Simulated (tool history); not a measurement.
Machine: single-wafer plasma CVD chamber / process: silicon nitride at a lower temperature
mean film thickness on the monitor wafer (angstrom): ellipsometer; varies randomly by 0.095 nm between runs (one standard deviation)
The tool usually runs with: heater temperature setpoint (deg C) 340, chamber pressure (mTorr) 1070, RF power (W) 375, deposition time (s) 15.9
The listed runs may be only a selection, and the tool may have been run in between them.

run,hour,heater temperature setpoint (deg C),chamber pressure (mTorr),RF power (W),deposition time (s),"read-back reference wafer on the same gauge, thickness_nm",mean film thickness on the monitor wafer (angstrom)
1,0,340,860,375,15.9,18.729,167.78
2,69.3,340,860,375,15.9,18.699,166.68
3,138.2,340,1070,375,15.9,18.643,180.87
4,189,340,1070,375,15.9,18.58,179.93
5,234,340,1070,375,15.9,18.528,180.58
6,259.7,340,1070,375,15.9,18.526,179.18
7,285.2,340,1070,375,15.9,18.446,179.69
8,336.6,340,1070,375,15.9,18.434,179.23
9,376.5,340,1070,375,15.9,18.375,176.5
10,438.5,340,1070,375,15.9,18.301,177.64
# hour 455.7: capacitance manometer re-zeroed and calibrated
11,473.7,340,1070,375,15.9,18.261,177.22
12,502.5,340,1070,375,15.9,18.197,176.94
13,527.6,340,1070,375,15.9,18.148,179.17
14,552.9,340,1230,300,15.9,18.118,153.15
15,594.4,340,860,375,15.9,18.081,161.05
16,620.1,330,1070,345,18.2,18.022,190.26
17,689.2,350,820,375,17.9,17.96,177
18,729.2,340,1280,330,15.9,17.896,166.03
# hour 764.3: gauge calibrated
19,773.1,351,870,425,13.7,18.888,159.65
# hour 796.5: showerhead replaced
# hour 816.4: thermocouple changed; heater temperature recalibrated
# hour 829.2: RF generator calibrated
20,839,340,1070,335,15.9,18.9,167.42
21,869.7,335,990,375,15.9,18.868,178.24
22,933.7,328,1070,440,18,18.873,231.29
23,987.2,340,1070,375,15.9,18.851,181.94
24,1103.2,340,1070,415,13.7,18.809,169.19
25,1161.5,340,1070,425,15.9,18.756,197.91
26,1199.1,340,1070,375,15.9,18.764,184.14

Predict each of these 4 candidate next runs independently; none follows another, all start after run 26:
A,1199.5,350,1070,375,15.9,?,?
B,1199.5,340,980,375,14.2,?,?
C,1199.5,335,1280,350,13.8,?,?
D,1199.5,326,1230,375,15.9,?,?

run,"read-back reference wafer on the same gauge, thickness_nm",mean film thickness on the monitor wafer (angstrom)
A,18.768,183.61
B,18.768,159.38
C,18.768,161.33
D,18.768,194.17
With no hidden state in the tool, these same runs would have given:
run,mean film thickness on the monitor wafer (angstrom)
A,184.8
B,160.41
C,162.38
D,195.42
